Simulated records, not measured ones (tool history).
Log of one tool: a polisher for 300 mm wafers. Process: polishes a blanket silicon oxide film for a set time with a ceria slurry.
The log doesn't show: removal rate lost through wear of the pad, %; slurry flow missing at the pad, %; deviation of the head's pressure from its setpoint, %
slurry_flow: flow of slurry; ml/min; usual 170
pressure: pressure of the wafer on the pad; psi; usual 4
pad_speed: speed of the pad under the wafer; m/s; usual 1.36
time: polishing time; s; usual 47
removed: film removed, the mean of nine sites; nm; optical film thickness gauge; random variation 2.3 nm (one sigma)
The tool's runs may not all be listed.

| run | day | slurry_flow | pressure | pad_speed | time | wafers since the last listed run | wafers polished on this pad | hours since the slurry nozzle was cleaned | hours since the head pressure was calibrated | incoming thickness of the incoming film, nm | removed |
|---|---|---|---|---|---|---|---|---|---|---|---|
| 1 | 0 | 170 | 4 | 1.36 | 47 | 0 | 2572 | 525.8 | 1022.5 | 1677.1 | 358 |
|  | 0.875 | slurry nozzle cleaned |
|  | 6.454 | head pressure recalibrated |
| 2 | 6.733 | 170 | 4 | 1.36 | 47 | 2318 | 4891 | 140.6 | 6.7 | 1643.1 | 374.5 |
| 3 | 8.575 | 170 | 4 | 1.36 | 47 | 646 | 5537 | 184.8 | 50.9 | 1686 | 376.1 |
| 4 | 9.679 | 155 | 4 | 1.36 | 47 | 387 | 5924 | 211.3 | 77.4 | 1655.8 | 369.9 |
| 5 | 11.929 | 155 | 4 | 1.36 | 47 | 789 | 6714 | 265.3 | 131.4 | 1664 | 362.8 |
|  | 13.788 | worn pad replaced by a new one |
| 6 | 13.808 | 170 | 4 | 1.36 | 47 | 600 | 8 | 310.4 | 176.5 | 1680.1 | 367.1 |
| 7 | 16.546 | 170 | 4 | 1.36 | 47 | 960 | 968 | 376.1 | 242.2 | 1674.4 | 367.4 |
|  | 18.888 | slurry nozzle cleaned |
| 8 | 18.908 | 170 | 4 | 1.36 | 47 | 814 | 1782 | 0.5 | 298.9 | 1688.2 | 366.6 |
| 9 | 21.217 | 170 | 4 | 1.36 | 47 | 809 | 2592 | 55.9 | 354.3 | 1629.2 | 369.2 |
| 10 | 23.008 | 170 | 4 | 1.36 | 47 | 628 | 3221 | 98.9 | 397.3 | 1626.1 | 363.5 |
| 11 | 25.683 | 170 | 4 | 1.36 | 47 | 938 | 4159 | 163.1 | 461.5 | 1693.4 | 364.8 |
| 12 | 26.842 | 140 | 4 | 1.36 | 47 | 406 | 4566 | 190.9 | 489.3 | 1681 | 356.3 |
| 13 | 29.038 | 140 | 4 | 1.36 | 47 | 770 | 5336 | 243.6 | 542 | 1670.8 | 349.8 |
| 14 | 30.771 | 170 | 4 | 1.76 | 47 | 608 | 5945 | 285.2 | 583.6 | 1637 | 446.7 |
| 15 | 32.538 | 170 | 4 | 1.36 | 47 | 619 | 6564 | 327.6 | 626 | 1671.9 | 359.6 |
| 16 | 34.992 | 170 | 4 | 1.36 | 47 | 861 | 7425 | 386.5 | 684.9 | 1660.2 | 357.2 |
|  | 36.125 | worn pad replaced by a new one |
| 17 | 37.425 | 170 | 4.8 | 1.68 | 47 | 795 | 455 | 444.9 | 743.3 | 1660.9 | 501.8 |
|  | 40.092 | slurry nozzle cleaned |
| 18 | 40.275 | 170 | 4 | 1.36 | 47 | 985 | 1441 | 4.4 | 811.7 | 1674.4 | 362.3 |
| 19 | 41.729 | 170 | 4 | 1.36 | 47 | 510 | 1951 | 39.3 | 846.6 | 1667.9 | 360.3 |
| 20 | 44.425 | 130 | 2.9 | 1.68 | 59 | 945 | 2897 | 104 | 911.3 | 1673.6 | 373.3 |
| 21 | 46.554 | 215 | 4 | 1.36 | 47 | 747 | 3644 | 155.1 | 962.4 | 1668 | 368.8 |
| 22 | 49.362 | 215 | 5.1 | 1.36 | 47 | 985 | 4629 | 222.5 | 1029.8 | 1644.3 | 449.3 |
| 23 | 50.75 | 170 | 2.6 | 1.36 | 47 | 486 | 5116 | 255.8 | 1063.1 | 1660.5 | 239.5 |
| 24 | 52.712 | 170 | 4 | 1.36 | 47 | 688 | 5805 | 302.9 | 1110.2 | 1685.9 | 354.4 |
|  | 55.8 | worn pad replaced by a new one |
| 25 | 55.821 | 225 | 3 | 1.12 | 33 | 1032 | 7 | 377.5 | 1184.8 | 1656.8 | 172.4 |
|  | 58.354 | slurry nozzle cleaned |
| 26 | 58.438 | 170 | 2.8 | 1.36 | 52 | 903 | 910 | 2 | 1247.6 | 1662.2 | 282.7 |
|  | 59.146 | head pressure recalibrated |
| 27 | 60.696 | 170 | 4 | 1.36 | 47 | 763 | 1673 | 56.2 | 37.2 | 1645.1 | 370.9 |
| 28 | 63.642 | 170 | 4 | 1.36 | 47 | 1033 | 2707 | 126.9 | 107.9 | 1682.4 | 369.3 |
| 29 | 66.229 | 225 | 3.3 | 1.04 | 47 | 907 | 3615 | 189 | 170 | 1666.3 | 265.5 |
| 30 | 67.233 | 195 | 5.4 | 1.62 | 35 | 352 | 3967 | 213.1 | 194.1 | 1650.1 | 421.7 |
| 31 | 68.421 | 225 | 3 | 1.12 | 33 | 416 | 4384 | 241.6 | 222.6 | 1633.7 | 180.9 |
|  | 73.471 | worn pad replaced by a new one |
| 32 | 75.958 | 170 | 4 | 1.36 | 47 | 2586 | 873 | 422.5 | 403.5 | 1666.1 | 364.5 |
| 33 | 77.058 | 170 | 2.9 | 1.82 | 47 | 385 | 1259 | 448.9 | 429.9 | 1662.7 | 343.1 |
| 34 | 80.004 | 170 | 4.7 | 1.18 | 47 | 1033 | 2292 | 519.6 | 500.6 | 1645.3 | 377.4 |
|  | 80.904 | slurry nozzle cleaned |
| 35 | 82.979 | 170 | 4 | 1.36 | 47 | 1029 | 3322 | 49.8 | 572 | 1640.9 | 359.1 |
| 36 | 85.538 | 170 | 4.5 | 1.36 | 53 | 897 | 4219 | 111.2 | 633.4 | 1684.1 | 450.1 |

5 ways to go on from here, each from the tool as it stands after run 36. What would each give?
| A | 85.554 | 170 | 4 | 1.36 | 47 | 5 | 4225 | 111.6 | 633.8 | 1661.5 | ? |
| B | 85.554 | 195 | 4.4 | 1.12 | 55 | 5 | 4225 | 111.6 | 633.8 | 1661.5 | ? |
| C | 85.554 | 205 | 2.9 | 1.36 | 47 | 5 | 4225 | 111.6 | 633.8 | 1661.5 | ? |
| D | 85.554 | 170 | 4.8 | 1.36 | 54 | 5 | 4225 | 111.6 | 633.8 | 1661.5 | ? |
| E | 85.554 | 115 | 3.4 | 1.58 | 47 | 5 | 4225 | 111.6 | 633.8 | 1661.5 | ? |

| run | removed |
|---|---|
| A | 361.1 |
| B | 407.1 |
| C | 280.2 |
| D | 489.1 |
| E | 323 |
Without the tool's hidden state the same runs would have given:
| run | removed |
|---|---|
| A | 376.3 |
| B | 424.3 |
| C | 292 |
| D | 509.7 |
| E | 336.7 |
